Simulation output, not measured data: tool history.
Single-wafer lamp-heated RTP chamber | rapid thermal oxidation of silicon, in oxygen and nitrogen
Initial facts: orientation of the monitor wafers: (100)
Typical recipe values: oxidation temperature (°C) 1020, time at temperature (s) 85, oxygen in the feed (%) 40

| run | day | oxidation temperature (°C) | time at temperature (s) | oxygen in the feed (%) | read-back reference wafer on the same gauge, thickness | oxide thickness on the monitor wafer (Å) |
|---|---|---|---|---|---|---|
| 1 | 0 | 1034 | 85 | 40 | 6.295 | 66.21 |
| 2 | 2.296 | 1020 | 85 | 23 | 6.291 | 50.26 |
| 3 | 4.508 | 1020 | 85 | 23 | 6.293 | 50.24 |
| 4 | 6.838 | 1020 | 85 | 23 | 6.284 | 50.56 |
|  | 10.504 | gauge calibrated |
| 5 | 11.325 | 1027 | 85 | 40 | 6.296 | 63.91 |
| 6 | 15.188 | 1020 | 85 | 40 | 6.284 | 60.62 |
|  | 17.975 | pyrometer window cleaned and pyrometer calibrated |
| 7 | 19.375 | 1020 | 85 | 40 | 6.29 | 59.09 |
| 8 | 22.721 | 1020 | 85 | 40 | 6.291 | 60.48 |
| 9 | 26.946 | 1020 | 73 | 48 | 6.294 | 59.65 |
| 10 | 30.788 | 1020 | 85 | 40 | 6.288 | 60.58 |
| 11 | 34.662 | 1020 | 85 | 40 | 6.285 | 60.25 |
|  | 35.671 | pyrometer window cleaned and pyrometer calibrated |
| 12 | 36.633 | 1020 | 85 | 40 | 6.287 | 59.38 |
| 13 | 40.5 | 1020 | 85 | 40 | 6.289 | 60.11 |
|  | 44.917 | oxygen flow controller replaced |
| 14 | 44.938 | 1020 | 85 | 40 | 6.285 | 60.18 |
| 15 | 46.354 | 1020 | 85 | 40 | 6.29 | 60.61 |
| 16 | 49.917 | 1047 | 50 | 29 | 6.289 | 51.7 |
| 17 | 53.817 | 1020 | 61 | 31 | 6.283 | 48.06 |
| 18 | 55.458 | 1020 | 85 | 40 | 6.288 | 61.01 |
|  | 55.95 | pyrometer window cleaned and pyrometer calibrated |
|  | 57.571 | gauge calibrated |
| 19 | 59.083 | 1005 | 125 | 59 | 6.289 | 72.24 |
| 20 | 61.733 | 996 | 64 | 40 | 6.298 | 45.18 |
| 21 | 63.692 | 1020 | 85 | 40 | 6.297 | 60.65 |
| 22 | 67.717 | 1043 | 85 | 29 | 6.299 | 62.99 |
| 23 | 69.467 | 1020 | 58 | 61 | 6.289 | 58.96 |
| 24 | 72.458 | 1009 | 111 | 66 | 6.29 | 75.04 |
|  | 74 | pyrometer window cleaned and pyrometer calibrated |
| 25 | 74.488 | 1020 | 125 | 40 | 6.292 | 70.51 |
| 26 | 76.938 | 996 | 96 | 40 | 6.289 | 53.7 |
| 27 | 81.108 | 1009 | 54 | 40 | 6.29 | 45.69 |
| 28 | 83.496 | 1020 | 85 | 40 | 6.284 | 60.48 |
| 29 | 86.85 | 1020 | 85 | 17 | 6.294 | 45.52 |
| 30 | 90.346 | 996 | 96 | 40 | 6.286 | 54.55 |
|  | 93.604 | pyrometer window cleaned and pyrometer calibrated |
| 31 | 97.721 | 1040 | 69 | 31 | 6.289 | 57.43 |

5 ways to go on from here, each from the tool as it stands after run 31. What would each give?
| A | 97.738 | 1020 | 85 | 40 | ? | ? |
| B | 97.738 | 1032 | 64 | 52 | ? | ? |
| C | 97.738 | 1020 | 105 | 40 | ? | ? |
| D | 97.738 | 1044 | 120 | 40 | ? | ? |
| E | 97.738 | 1006 | 127 | 20 | ? | ? |

| run | read-back reference wafer on the same gauge, thickness | oxide thickness on the monitor wafer (Å) |
|---|---|---|
| A | 6.285 | 59.49 |
| B | 6.285 | 62.54 |
| C | 6.285 | 65.33 |
| D | 6.285 | 82 |
| E | 6.285 | 50.91 |
Take away the tool's hidden state, keep each run's random variation, and the runs would have read:
| run | oxide thickness on the monitor wafer (Å) |
|---|---|
| A | 58.76 |
| B | 61.77 |
| C | 64.51 |
| D | 81 |
| E | 50.3 |
